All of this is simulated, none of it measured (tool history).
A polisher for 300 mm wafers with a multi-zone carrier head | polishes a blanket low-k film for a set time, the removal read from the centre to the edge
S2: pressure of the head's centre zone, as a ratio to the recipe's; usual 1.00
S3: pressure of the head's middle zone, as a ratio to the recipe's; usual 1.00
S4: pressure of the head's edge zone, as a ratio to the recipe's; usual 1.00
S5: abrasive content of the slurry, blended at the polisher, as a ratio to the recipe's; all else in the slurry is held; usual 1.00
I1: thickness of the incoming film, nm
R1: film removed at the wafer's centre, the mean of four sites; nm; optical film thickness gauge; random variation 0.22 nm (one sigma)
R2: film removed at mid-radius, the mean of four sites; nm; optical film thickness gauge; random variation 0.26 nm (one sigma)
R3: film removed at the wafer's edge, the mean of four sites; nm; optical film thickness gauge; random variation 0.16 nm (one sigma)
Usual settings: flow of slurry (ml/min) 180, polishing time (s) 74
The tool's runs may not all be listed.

Run 1, hour 0.0: usual settings; I1 576.9. Result: R1 16.8 nm, R2 17.2 nm, R3 17.3 nm.
Run 2, hour 9.4: usual settings; I1 583.6. Result: R1 16.8 nm, R2 17.0 nm, R3 17.4 nm.
Run 3, hour 17.9: usual settings; I1 572.4. Result: R1 17.2 nm, R2 16.9 nm, R3 17.1 nm.
Run 4, hour 28.1: usual settings; I1 586.6. Result: R1 16.5 nm, R2 17.5 nm, R3 17.1 nm.
Run 5, hour 41.5: usual settings; I1 574.0. Result: R1 16.6 nm, R2 17.0 nm, R3 17.1 nm.
At hour 49.8: worn pad replaced by a new one.
Run 6, hour 55.0: usual settings; I1 589.7. Result: R1 17.1 nm, R2 17.1 nm, R3 17.2 nm.
Run 7, hour 62.1: usual settings but S5 1.20; I1 577.0. Result: R1 17.9 nm, R2 18.6 nm, R3 18.6 nm.
Run 8, hour 70.1: usual settings but S5 1.20; I1 585.2. Result: R1 17.9 nm, R2 18.3 nm, R3 18.9 nm.
Run 9, hour 85.0: usual settings but S5 1.20; I1 582.6. Result: R1 18.0 nm, R2 18.6 nm, R3 18.7 nm.
Run 10, hour 93.9: usual settings but polishing time (s) 81; I1 568.7. Result: R1 17.7 nm, R2 18.7 nm, R3 18.5 nm.
At hour 116.7: worn pad replaced by a new one.
Run 11, hour 121.8: usual settings but polishing time (s) 81; I1 572.7. Result: R1 17.8 nm, R2 18.3 nm, R3 18.6 nm.
Run 12, hour 128.8: usual settings but S2 1.07, S5 1.30, polishing time (s) 88; I1 575.5. Result: R1 23.5 nm, R2 21.7 nm, R3 23.0 nm.
Run 13, hour 145.4: usual settings but S2 1.07; I1 571.6. Result: R1 17.6 nm, R2 16.5 nm, R3 16.8 nm.
At hour 170.3: carrier head's membrane replaced by a new one.
At hour 173.5: worn pad replaced by a new one.
At hour 198.5: edge zone pressure recalibrated.
Run 14, hour 199.0: usual settings but flow of slurry (ml/min) 235; I1 590.8. Result: R1 17.2 nm, R2 17.7 nm, R3 17.3 nm.
At hour 201.9: centre zone pressure recalibrated.
At hour 207.4: slurry nozzle cleaned.
Run 15, hour 210.5: usual settings but flow of slurry (ml/min) 215, S5 1.20; I1 581.9. Result: R1 20.6 nm, R2 20.1 nm, R3 20.0 nm.
At hour 226.0: worn pad replaced by a new one.
Run 16, hour 226.5: usual settings; I1 584.4. Result: R1 18.7 nm, R2 18.4 nm, R3 18.2 nm.
Run 17, hour 230.4: usual settings but flow of slurry (ml/min) 230, S5 1.25; I1 571.5. Result: R1 20.6 nm, R2 21.3 nm, R3 20.7 nm.
Run 18, hour 246.5: usual settings but S3 1.07, polishing time (s) 92; I1 577.7. Result: R1 22.5 nm, R2 24.5 nm, R3 22.6 nm.
Run 19, hour 259.8: usual settings but S3 0.94; I1 584.0. Result: R1 18.2 nm, R2 17.7 nm, R3 18.2 nm.
Run 20, hour 270.4: usual settings but S2 0.97, S4 0.95; I1 578.8. Result: R1 17.7 nm, R2 18.3 nm, R3 17.8 nm.
At hour 286.5: worn pad replaced by a new one.
Run 21, hour 287.7: usual settings but S2 1.05, S3 0.93, S5 1.20; I1 578.0. Result: R1 21.0 nm, R2 19.4 nm, R3 19.7 nm.
Run 22, hour 299.2: usual settings; I1 578.8. Result: R1 18.0 nm, R2 18.6 nm, R3 18.0 nm.

The tool's hidden state at each run:
removal rate lost through wear of the pad, %: 0 in every run
deviation of the centre zone's pressure from its setpoint, %: 0 in every run
deviation of the edge zone's pressure from its setpoint, %: 0 in every run
H1: slurry flow missing at the pad, %
run    H1
  1  35.8
  2  36.3
  3  36.7
  4  37.3
  5    38
  6  38.7
  7  39.1
  8  39.5
  9  40.3
 10  40.8
 11  42.3
 12  42.7
 13  43.5
 14  46.4
 15  0.56
 16  1.42
 17  1.63
 18  2.49
 19   3.2
 20  3.77
 21   4.7
 22  5.32
